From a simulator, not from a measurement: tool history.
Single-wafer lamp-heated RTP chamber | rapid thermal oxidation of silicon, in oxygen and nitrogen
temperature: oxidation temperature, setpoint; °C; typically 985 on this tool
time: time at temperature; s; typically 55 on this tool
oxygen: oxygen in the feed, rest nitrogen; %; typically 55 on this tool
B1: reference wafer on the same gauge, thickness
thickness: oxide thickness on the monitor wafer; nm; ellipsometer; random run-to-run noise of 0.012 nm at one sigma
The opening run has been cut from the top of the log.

Run 2, hour 28.4: usual settings; B1 4.557. Result: thickness 4.098 nm.
Run 3, hour 40.5: usual settings but temperature 979 °C; B1 4.558. Result: thickness 3.906 nm.
Run 4, hour 56.2: usual settings but temperature 979 °C; B1 4.559. Result: thickness 3.918 nm.
Run 5, hour 62.9: usual settings; B1 4.557. Result: thickness 4.092 nm.
Run 6, hour 72.4: usual settings but time 67 s; B1 4.561. Result: thickness 4.433 nm.
Run 7, hour 85.1: usual settings but time 67 s; B1 4.554. Result: thickness 4.424 nm.
Run 8, hour 95.2: usual settings; B1 4.563. Result: thickness 4.080 nm.
Run 9, hour 110.4: usual settings but temperature 970 °C, oxygen 45 %; B1 4.553. Result: thickness 3.492 nm.
Run 10, hour 118.7: usual settings but temperature 970 °C, oxygen 45 %; B1 4.556. Result: thickness 3.503 nm.
Run 11, hour 131.1: usual settings; B1 4.564. Result: thickness 4.100 nm.
Run 12, hour 137.4: usual settings; B1 4.561. Result: thickness 4.070 nm.
Run 13, hour 152.7: usual settings; B1 4.560. Result: thickness 4.078 nm.
Run 14, hour 164.5: usual settings; B1 4.562. Result: thickness 4.093 nm.
Run 15, hour 173.3: usual settings; B1 4.560. Result: thickness 4.095 nm.
Run 16, hour 190.7: usual settings; B1 4.559. Result: thickness 4.094 nm.
Run 17, hour 198.3: usual settings but temperature 1012 °C, oxygen 37 %; B1 4.561. Result: thickness 4.311 nm.
Run 18, hour 213.1: usual settings; B1 4.559. Result: thickness 4.094 nm.
At hour 225.1: pyrometer window cleaned and pyrometer calibrated.
Run 19, hour 230.2: usual settings but time 42 s, oxygen 74 %; B1 4.556. Result: thickness 4.099 nm.

The next listed run, before its measurement:
Run 20, hour 244.6: usual settings; B1 ?. Result: thickness ?.

{"run 20": {"B1": 4.562, "thickness": 4.197}}
If the tool had no hidden condition, the same run with the same run-to-run variation would have returned thickness 3.990 nm.
